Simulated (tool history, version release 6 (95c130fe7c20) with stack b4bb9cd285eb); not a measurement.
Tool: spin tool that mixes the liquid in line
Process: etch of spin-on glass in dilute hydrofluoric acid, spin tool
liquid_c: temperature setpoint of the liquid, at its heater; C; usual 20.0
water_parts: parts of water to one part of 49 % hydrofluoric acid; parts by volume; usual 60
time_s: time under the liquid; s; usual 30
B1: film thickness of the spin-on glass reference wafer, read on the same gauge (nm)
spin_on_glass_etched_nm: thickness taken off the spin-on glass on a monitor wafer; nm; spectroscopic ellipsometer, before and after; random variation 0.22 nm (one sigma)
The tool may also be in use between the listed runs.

run 1 hour=0.0 | liquid_c=20.0 water_parts=60 time_s=30 | B1=140.01 | spin_on_glass_etched_nm=26.61
run 2 hour=35.3 | liquid_c=20.0 water_parts=60 time_s=30 | B1=140.00 | spin_on_glass_etched_nm=26.66
run 3 hour=82.9 | liquid_c=20.0 water_parts=70 time_s=30 | B1=140.02 | spin_on_glass_etched_nm=22.76
run 4 hour=119.3 | liquid_c=20.0 water_parts=70 time_s=30 | B1=140.00 | spin_on_glass_etched_nm=22.31
run 5 hour=170.4 | liquid_c=22.5 water_parts=60 time_s=40 | B1=139.98 | spin_on_glass_etched_nm=39.76
run 6 hour=227.0 | liquid_c=18.0 water_parts=60 time_s=30 | B1=139.99 | spin_on_glass_etched_nm=25.24
run 7 hour=268.3 | liquid_c=18.0 water_parts=60 time_s=30 | B1=140.01 | spin_on_glass_etched_nm=24.48
run 8 hour=451.5 | liquid_c=18.0 water_parts=60 time_s=30 | B1=140.01 | spin_on_glass_etched_nm=25.01
run 9 hour=503.5 | liquid_c=20.0 water_parts=60 time_s=30 | B1=139.99 | spin_on_glass_etched_nm=27.47
run 10 hour=536.7 | liquid_c=20.0 water_parts=60 time_s=30 | B1=140.00 | spin_on_glass_etched_nm=27.41
run 11 hour=566.3 | liquid_c=20.0 water_parts=60 time_s=30 | B1=140.00 | spin_on_glass_etched_nm=27.43
-- hour=621.9 gauge calibrated
run 12 hour=625.7 | liquid_c=20.0 water_parts=60 time_s=30 | B1=139.99 | spin_on_glass_etched_nm=27.40
run 13 hour=661.3 | liquid_c=20.0 water_parts=60 time_s=30 | B1=140.01 | spin_on_glass_etched_nm=27.65
run 14 hour=729.4 | liquid_c=21.5 water_parts=60 time_s=30 | B1=140.02 | spin_on_glass_etched_nm=29.27
run 15 hour=766.6 | liquid_c=21.5 water_parts=60 time_s=30 | B1=140.00 | spin_on_glass_etched_nm=29.40
run 16 hour=803.5 | liquid_c=20.0 water_parts=45 time_s=30 | B1=139.99 | spin_on_glass_etched_nm=37.49
run 17 hour=833.7 | liquid_c=21.5 water_parts=60 time_s=30 | B1=140.00 | spin_on_glass_etched_nm=29.29
run 18 hour=889.3 | liquid_c=21.5 water_parts=60 time_s=30 | B1=140.01 | spin_on_glass_etched_nm=29.59
-- hour=909.1 thermometer replaced
run 19 hour=932.4 | liquid_c=18.0 water_parts=75 time_s=30 | B1=140.00 | spin_on_glass_etched_nm=17.61
run 20 hour=986.9 | liquid_c=22.5 water_parts=40 time_s=20 | B1=139.98 | spin_on_glass_etched_nm=27.66
run 21 hour=1035.7 | liquid_c=20.0 water_parts=30 time_s=30 | B1=139.99 | spin_on_glass_etched_nm=52.25
run 22 hour=1152.0 | liquid_c=24.5 water_parts=90 time_s=20 | B1=140.00 | spin_on_glass_etched_nm=12.91
-- hour=1161.3 hydrofluoric acid flow meter replaced
run 23 hour=1179.2 | liquid_c=20.0 water_parts=50 time_s=15 | B1=139.99 | spin_on_glass_etched_nm=14.88
run 24 hour=1207.2 | liquid_c=23.5 water_parts=60 time_s=30 | B1=140.02 | spin_on_glass_etched_nm=28.75
run 25 hour=1240.2 | liquid_c=24.5 water_parts=75 time_s=30 | B1=140.00 | spin_on_glass_etched_nm=23.24
run 26 hour=1275.0 | liquid_c=17.0 water_parts=40 time_s=15 | B1=140.01 | spin_on_glass_etched_nm=16.88
run 27 hour=1316.7 | liquid_c=22.0 water_parts=50 time_s=45 | B1=139.99 | spin_on_glass_etched_nm=49.06
run 28 hour=1355.3 | liquid_c=23.5 water_parts=45 time_s=30 | B1=140.02 | spin_on_glass_etched_nm=39.24
run 29 hour=1396.5 | liquid_c=17.5 water_parts=35 time_s=30 | B1=139.99 | spin_on_glass_etched_nm=40.21
run 30 hour=1455.1 | liquid_c=24.5 water_parts=90 time_s=20 | B1=140.03 | spin_on_glass_etched_nm=12.76

Some steps in spin_on_glass_etched_nm between neighbouring runs. How much of each would the tool show without its hidden state too (settings, what came in, random variation), and how much is left for the hidden state, with any gauge scatter that isn't in both results?
The hidden state here: liquid hotter than its thermometer reads (K); hydrofluoric acid flow above the setpoint (%); gauge reads high (%).
Run 4 -> 5: liquid_c 20.0 -> 22.5, water_parts 70 -> 60, time_s 30 -> 40. spin_on_glass_etched_nm +17.45 nm: hidden state +1.60, all else +15.85.
Run 5 -> 6: liquid_c 22.5 -> 18.0, time_s 40 -> 30. spin_on_glass_etched_nm -14.52 nm: hidden state -1.18, all else -13.34.
Run 18 -> 19: liquid_c 21.5 -> 18.0, water_parts 60 -> 75, thermometer replaced. spin_on_glass_etched_nm -11.98 nm: hidden state -3.46, all else -8.52.
Run 21 -> 22: liquid_c 20.0 -> 24.5, water_parts 30 -> 90, time_s 30 -> 20. spin_on_glass_etched_nm -39.34 nm: hidden state -0.41, all else -38.93.
Run 26 -> 27: liquid_c 17.0 -> 22.0, water_parts 40 -> 50, time_s 15 -> 45. spin_on_glass_etched_nm +32.18 nm: hidden state +0.78, all else +31.40.
Run 29 -> 30: liquid_c 17.5 -> 24.5, water_parts 35 -> 90, time_s 30 -> 20. spin_on_glass_etched_nm -27.45 nm: hidden state -0.79, all else -26.66.

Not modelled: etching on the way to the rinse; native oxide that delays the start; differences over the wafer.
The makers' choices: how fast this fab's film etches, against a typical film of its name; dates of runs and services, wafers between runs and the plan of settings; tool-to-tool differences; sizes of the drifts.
